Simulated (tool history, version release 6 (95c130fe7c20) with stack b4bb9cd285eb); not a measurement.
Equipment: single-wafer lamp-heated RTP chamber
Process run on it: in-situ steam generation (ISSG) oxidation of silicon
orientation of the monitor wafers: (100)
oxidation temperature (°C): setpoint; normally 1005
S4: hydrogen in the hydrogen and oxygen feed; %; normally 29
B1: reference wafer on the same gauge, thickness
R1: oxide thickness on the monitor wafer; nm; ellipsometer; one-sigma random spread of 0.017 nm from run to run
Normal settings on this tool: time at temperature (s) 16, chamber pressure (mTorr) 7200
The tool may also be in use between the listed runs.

run 1 day=0.000 | oxidation_temperature_(°C)=1005 time_at_temperature_(s)=16 chamber_pressure_(mTorr)=7200 S4=29 | B1=4.182 | R1=5.282
run 2 day=1.454 | oxidation_temperature_(°C)=1005 time_at_temperature_(s)=16 chamber_pressure_(mTorr)=7200 S4=29 | B1=4.184 | R1=5.296
run 3 day=2.454 | oxidation_temperature_(°C)=1005 time_at_temperature_(s)=16 chamber_pressure_(mTorr)=7200 S4=29 | B1=4.170 | R1=5.278
run 4 day=3.342 | oxidation_temperature_(°C)=1005 time_at_temperature_(s)=16 chamber_pressure_(mTorr)=7200 S4=29 | B1=4.179 | R1=5.280
run 5 day=4.050 | oxidation_temperature_(°C)=1005 time_at_temperature_(s)=16 chamber_pressure_(mTorr)=7200 S4=29 | B1=4.181 | R1=5.310
run 6 day=5.262 | oxidation_temperature_(°C)=1005 time_at_temperature_(s)=16 chamber_pressure_(mTorr)=7200 S4=29 | B1=4.181 | R1=5.259
-- day=6.675 hydrogen flow controller replaced
run 7 day=6.696 | oxidation_temperature_(°C)=1005 time_at_temperature_(s)=16 chamber_pressure_(mTorr)=7200 S4=29 | B1=4.183 | R1=5.293
run 8 day=7.583 | oxidation_temperature_(°C)=1005 time_at_temperature_(s)=13 chamber_pressure_(mTorr)=7200 S4=29 | B1=4.177 | R1=4.811
-- day=8.567 pyrometer window cleaned and pyrometer calibrated
run 9 day=9.029 | oxidation_temperature_(°C)=1005 time_at_temperature_(s)=13 chamber_pressure_(mTorr)=7200 S4=29 | B1=4.172 | R1=4.913
-- day=9.108 gauge calibrated
run 10 day=10.379 | oxidation_temperature_(°C)=1005 time_at_temperature_(s)=16 chamber_pressure_(mTorr)=6900 S4=29 | B1=4.181 | R1=5.381
run 11 day=11.054 | oxidation_temperature_(°C)=1005 time_at_temperature_(s)=16 chamber_pressure_(mTorr)=6900 S4=29 | B1=4.176 | R1=5.425
run 12 day=11.596 | oxidation_temperature_(°C)=1005 time_at_temperature_(s)=16 chamber_pressure_(mTorr)=7200 S4=32 | B1=4.185 | R1=5.558
run 13 day=12.775 | oxidation_temperature_(°C)=1005 time_at_temperature_(s)=16 chamber_pressure_(mTorr)=7200 S4=29 | B1=4.178 | R1=5.441
-- day=13.475 pyrometer window cleaned and pyrometer calibrated, repeated, since the last time left the tool worse
run 14 day=13.596 | oxidation_temperature_(°C)=1005 time_at_temperature_(s)=16 chamber_pressure_(mTorr)=7200 S4=29 | B1=4.180 | R1=5.158
run 15 day=14.179 | oxidation_temperature_(°C)=989 time_at_temperature_(s)=21 chamber_pressure_(mTorr)=8400 S4=23 | B1=4.179 | R1=5.156
run 16 day=14.983 | oxidation_temperature_(°C)=1005 time_at_temperature_(s)=11 chamber_pressure_(mTorr)=7200 S4=32 | B1=4.181 | R1=4.537
-- day=15.492 pressure gauge zeroed
run 17 day=15.754 | oxidation_temperature_(°C)=1005 time_at_temperature_(s)=13 chamber_pressure_(mTorr)=8300 S4=20 | B1=4.186 | R1=4.262
run 18 day=16.858 | oxidation_temperature_(°C)=1018 time_at_temperature_(s)=14 chamber_pressure_(mTorr)=7200 S4=29 | B1=4.186 | R1=5.192
run 19 day=18.142 | oxidation_temperature_(°C)=986 time_at_temperature_(s)=16 chamber_pressure_(mTorr)=7200 S4=29 | B1=4.179 | R1=4.852
run 20 day=18.854 | oxidation_temperature_(°C)=989 time_at_temperature_(s)=16 chamber_pressure_(mTorr)=8500 S4=20 | B1=4.182 | R1=4.457
run 21 day=19.971 | oxidation_temperature_(°C)=1005 time_at_temperature_(s)=16 chamber_pressure_(mTorr)=7200 S4=32 | B1=4.173 | R1=5.376
run 22 day=20.779 | oxidation_temperature_(°C)=1014 time_at_temperature_(s)=14 chamber_pressure_(mTorr)=7200 S4=29 | B1=4.181 | R1=5.109

Branching from run 22: 5 alternative next runs. What would each branch give?
run A day=20.796 | oxidation_temperature_(°C)=1005 time_at_temperature_(s)=16 chamber_pressure_(mTorr)=7200 S4=29 | B1=? | R1=?
run B day=20.796 | oxidation_temperature_(°C)=1012 time_at_temperature_(s)=16 chamber_pressure_(mTorr)=7200 S4=29 | B1=? | R1=?
run C day=20.796 | oxidation_temperature_(°C)=1019 time_at_temperature_(s)=16 chamber_pressure_(mTorr)=7200 S4=29 | B1=? | R1=?
run D day=20.796 | oxidation_temperature_(°C)=989 time_at_temperature_(s)=16 chamber_pressure_(mTorr)=7200 S4=29 | B1=? | R1=?
run E day=20.796 | oxidation_temperature_(°C)=992 time_at_temperature_(s)=16 chamber_pressure_(mTorr)=7200 S4=32 | B1=? | R1=?

run=A B1=4.179 R1=5.241
run=B B1=4.179 R1=5.395
run=C B1=4.179 R1=5.560
run=D B1=4.179 R1=4.929
run=E B1=4.179 R1=5.129
Without the tool's unlogged condition, the same runs would have read:
run=A R1=5.165
run=B R1=5.313
run=C R1=5.472
run=D R1=4.865
run=E R1=5.061

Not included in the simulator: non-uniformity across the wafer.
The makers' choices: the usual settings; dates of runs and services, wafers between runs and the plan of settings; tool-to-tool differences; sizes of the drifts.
